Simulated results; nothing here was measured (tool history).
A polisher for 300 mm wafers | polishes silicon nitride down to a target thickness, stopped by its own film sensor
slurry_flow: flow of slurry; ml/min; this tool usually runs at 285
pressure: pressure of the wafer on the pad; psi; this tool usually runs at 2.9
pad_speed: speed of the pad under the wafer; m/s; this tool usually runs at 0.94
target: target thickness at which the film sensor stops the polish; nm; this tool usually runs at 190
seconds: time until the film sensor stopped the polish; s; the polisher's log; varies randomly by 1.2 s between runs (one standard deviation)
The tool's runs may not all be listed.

run   hour  slurry_flow  pressure  pad_speed  target  wafers since the last listed run  wafers polished on this pad  hours since the slurry nozzle was cleaned  hours since the head pressure was calibrated  incoming thickness of the incoming film, nm  seconds
  1      0          285       2.9       0.94     190                                 0                          957                                      434.3                                         427.7                                        330.7    113.5
      15.5  -- worn pad replaced by a new one
  2   37.5          285       2.9       1.08     190                               242                          159                                      471.8                                         465.2                                        325.7     96.2
  3  105.3          285       2.9       1.08     190                               491                          651                                      539.6                                           533                                        335.4    107.3
     153.5  -- worn pad replaced by a new one
  4  156.7          285       2.9       0.94     190                               343                           22                                        591                                         584.4                                        332.7    120.8
  5  208.8          285       2.9       0.94     190                               377                          400                                      643.1                                         636.5                                        332.1    119.6
  6    241          285       2.9       0.94     190                               233                          633                                      675.3                                         668.7                                          335    121.9
     256.5  -- head pressure recalibrated
  7  294.9          285       2.9       0.94     190                               376                         1010                                      729.2                                          38.4                                        336.9    112.7
     320.8  -- worn pad replaced by a new one
  8  353.9          255       2.9       0.94     190                               398                          239                                      788.2                                          97.4                                          331    110.5

Run 9 is up next; what results do you expect?
  9  393.8          285       2.9       0.94     190                               289                          528                                      828.1                                         137.3                                        327.1        ?

Run 9 gave seconds 106.2 s.
Without the tool's hidden state the same run would have given seconds 101.2 s.
